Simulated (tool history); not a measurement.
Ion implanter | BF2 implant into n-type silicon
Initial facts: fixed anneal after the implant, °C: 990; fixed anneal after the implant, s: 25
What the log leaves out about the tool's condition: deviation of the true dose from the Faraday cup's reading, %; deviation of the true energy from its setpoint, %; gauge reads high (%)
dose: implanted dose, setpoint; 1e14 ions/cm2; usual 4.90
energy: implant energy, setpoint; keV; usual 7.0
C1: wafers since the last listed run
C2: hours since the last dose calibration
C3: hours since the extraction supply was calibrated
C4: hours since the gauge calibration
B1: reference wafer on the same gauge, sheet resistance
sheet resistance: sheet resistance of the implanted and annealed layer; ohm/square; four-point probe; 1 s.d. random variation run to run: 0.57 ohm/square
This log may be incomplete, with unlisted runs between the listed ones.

run 1 hour=0.0 | dose=4.90 energy=7.0 | C1=0 C2=1826.8 C3=1898.6 C4=559.9 | B1=347.04 | sheet_resistance=363.91
run 2 hour=33.9 | dose=4.90 energy=7.0 | C1=1016 C2=1860.7 C3=1932.5 C4=593.8 | B1=347.00 | sheet_resistance=363.34
run 3 hour=50.6 | dose=4.90 energy=7.0 | C1=500 C2=1877.4 C3=1949.2 C4=610.5 | B1=346.89 | sheet_resistance=364.25
run 4 hour=82.4 | dose=4.90 energy=7.0 | C1=953 C2=1909.2 C3=1981.0 C4=642.3 | B1=347.00 | sheet_resistance=362.61
run 5 hour=161.4 | dose=4.90 energy=7.0 | C1=2368 C2=1988.2 C3=2060.0 C4=721.3 | B1=346.95 | sheet_resistance=363.48
run 6 hour=187.5 | dose=4.90 energy=7.0 | C1=782 C2=2014.3 C3=2086.1 C4=747.4 | B1=346.90 | sheet_resistance=364.34
run 7 hour=200.7 | dose=4.90 energy=5.0 | C1=395 C2=2027.5 C3=2099.3 C4=760.6 | B1=346.86 | sheet_resistance=409.86
run 8 hour=275.3 | dose=4.90 energy=7.0 | C1=2236 C2=2102.1 C3=2173.9 C4=835.2 | B1=347.10 | sheet_resistance=363.66
run 9 hour=291.0 | dose=4.90 energy=7.0 | C1=470 C2=2117.8 C3=2189.6 C4=850.9 | B1=346.98 | sheet_resistance=363.98
-- hour=305.6 gauge calibrated
run 10 hour=315.0 | dose=4.90 energy=7.0 | C1=719 C2=2141.8 C3=2213.6 C4=9.4 | B1=347.06 | sheet_resistance=364.78
run 11 hour=349.7 | dose=4.90 energy=7.0 | C1=1040 C2=2176.5 C3=2248.3 C4=44.1 | B1=347.01 | sheet_resistance=364.29
-- hour=380.0 Faraday cup replaced and dose calibrated
run 12 hour=380.5 | dose=3.73 energy=5.5 | C1=683 C2=0.5 C3=2279.1 C4=74.9 | B1=346.97 | sheet_resistance=453.40
-- hour=413.4 extraction supply calibrated
run 13 hour=413.9 | dose=4.90 energy=7.0 | C1=761 C2=33.9 C3=0.5 C4=108.3 | B1=347.02 | sheet_resistance=355.54
run 14 hour=425.0 | dose=5.83 energy=5.0 | C1=332 C2=45.0 C3=11.6 C4=119.4 | B1=346.97 | sheet_resistance=364.54
run 15 hour=517.1 | dose=5.83 energy=7.0 | C1=2761 C2=137.1 C3=103.7 C4=211.5 | B1=346.92 | sheet_resistance=328.07
run 16 hour=544.5 | dose=3.94 energy=5.5 | C1=821 C2=164.5 C3=131.1 C4=238.9 | B1=347.05 | sheet_resistance=440.76
run 17 hour=567.6 | dose=5.72 energy=8.5 | C1=692 C2=187.6 C3=154.2 C4=262.0 | B1=347.10 | sheet_resistance=310.45
run 18 hour=580.5 | dose=4.90 energy=5.0 | C1=386 C2=200.5 C3=167.1 C4=274.9 | B1=346.82 | sheet_resistance=401.63
run 19 hour=597.0 | dose=4.90 energy=5.5 | C1=494 C2=217.0 C3=183.6 C4=291.4 | B1=346.97 | sheet_resistance=388.18
run 20 hour=632.3 | dose=4.09 energy=8.0 | C1=1058 C2=252.3 C3=218.9 C4=326.7 | B1=346.82 | sheet_resistance=377.46
run 21 hour=667.0 | dose=4.90 energy=7.0 | C1=1040 C2=287.0 C3=253.6 C4=361.4 | B1=347.09 | sheet_resistance=358.30
run 22 hour=692.4 | dose=4.01 energy=5.0 | C1=761 C2=312.4 C3=279.0 C4=386.8 | B1=346.88 | sheet_resistance=454.56

What if the next run were any one of these 5? Each begins from the tool's condition after run 22:
run A hour=692.8 | dose=4.90 energy=7.0 | C1=11 C2=312.8 C3=279.4 C4=387.2 | B1=? | sheet_resistance=?
run B hour=692.8 | dose=6.30 energy=7.5 | C1=11 C2=312.8 C3=279.4 C4=387.2 | B1=? | sheet_resistance=?
run C hour=692.8 | dose=5.96 energy=9.0 | C1=11 C2=312.8 C3=279.4 C4=387.2 | B1=? | sheet_resistance=?
run D hour=692.8 | dose=4.90 energy=6.0 | C1=11 C2=312.8 C3=279.4 C4=387.2 | B1=? | sheet_resistance=?
run E hour=692.8 | dose=6.27 energy=5.5 | C1=11 C2=312.8 C3=279.4 C4=387.2 | B1=? | sheet_resistance=?

run=A B1=347.13 sheet_resistance=358.42
run=B B1=347.13 sheet_resistance=311.62
run=C B1=347.13 sheet_resistance=301.08
run=D B1=347.13 sheet_resistance=378.00
run=E B1=347.13 sheet_resistance=344.05
The same runs, with their run-to-run variation unchanged, on a tool lacking any hidden condition would have given:
run=A sheet_resistance=355.85
run=B sheet_resistance=309.95
run=C sheet_resistance=299.39
run=D sheet_resistance=375.19
run=E sheet_resistance=342.03

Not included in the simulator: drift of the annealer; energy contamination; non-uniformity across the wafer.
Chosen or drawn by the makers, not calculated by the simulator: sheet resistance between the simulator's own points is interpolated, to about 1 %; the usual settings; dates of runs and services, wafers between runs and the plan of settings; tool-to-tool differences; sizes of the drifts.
